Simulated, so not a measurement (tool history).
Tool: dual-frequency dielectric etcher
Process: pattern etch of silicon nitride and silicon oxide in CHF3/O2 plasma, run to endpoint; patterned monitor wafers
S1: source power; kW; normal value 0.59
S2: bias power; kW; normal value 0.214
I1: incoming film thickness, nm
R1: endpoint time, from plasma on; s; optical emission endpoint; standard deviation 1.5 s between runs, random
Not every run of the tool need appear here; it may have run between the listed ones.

run,hour,S1,S2,I1,R1
1,0,0.59,0.214,251.8,166.8
2,70.5,0.59,0.214,249.6,166.9
3,149.1,0.59,0.214,250.4,161.6
4,190.1,0.59,0.214,249.6,163.8
5,293.3,0.59,0.214,252.8,162.1
6,333.2,0.59,0.214,251.8,161.1
7,397.9,0.59,0.214,253.5,160.9
# hour 466.8: wet clean of the chamber
8,493,0.59,0.214,250.8,162.8
9,546.4,0.51,0.182,249.9,188.1
10,590.3,0.51,0.182,250.7,188.1
11,661.2,0.59,0.214,248.6,161.1
12,765.9,0.59,0.214,250.9,163.4
# hour 873.4: source power generator calibrated
# hour 875.2: wet clean of the chamber
13,875.7,0.59,0.214,247.6,164.6
14,933.1,0.59,0.214,250.5,165.5
15,1024.2,0.59,0.214,252.8,167.3
16,1082.5,0.45,0.259,247.5,165.5
17,1156.3,0.72,0.214,248.4,145.9
# hour 1318.6: wet clean of the chamber
18,1348.7,0.68,0.186,252,166.3
19,1427,0.66,0.25,250.8,147.7
20,1507.4,0.51,0.256,249.4,157.6
21,1599.1,0.59,0.214,248.5,161.1
# hour 1640.8: bias power generator calibrated
# hour 1647.5: upper electrode replaced
22,1698.4,0.49,0.214,249.3,170.9
23,1762.7,0.59,0.214,253.4,162
# hour 1806.8: wet clean of the chamber
24,1836.4,0.59,0.16,249.5,191.9
25,1872.5,0.53,0.196,252.1,183.2
26,1953.8,0.59,0.214,253.9,166.9
27,2010.9,0.66,0.184,252.8,169.4
28,2108.9,0.59,0.239,252.1,155.8
29,2204.8,0.59,0.16,250,183.3
30,2245.4,0.52,0.246,252.5,161.5

What was the tool's hidden state at every run in the log?
source power that arrives over what is set, %: 0 on each run
bias power that arrives over what is set, %: 0 on each run
H1: etch rate over this chamber's usual, %
run,H1
1,0.288
2,1.12
3,2.05
4,2.53
5,3.75
6,4.22
7,4.98
8,1.04
9,1.67
10,2.19
11,3.02
12,4.26
13,-0.0436
14,0.634
15,1.71
16,2.4
17,3.27
18,0.244
19,1.17
20,2.12
21,3.2
22,4.37
23,5.13
24,-0.495
25,-0.0688
26,0.891
27,1.56
28,2.72
29,3.85
30,4.33
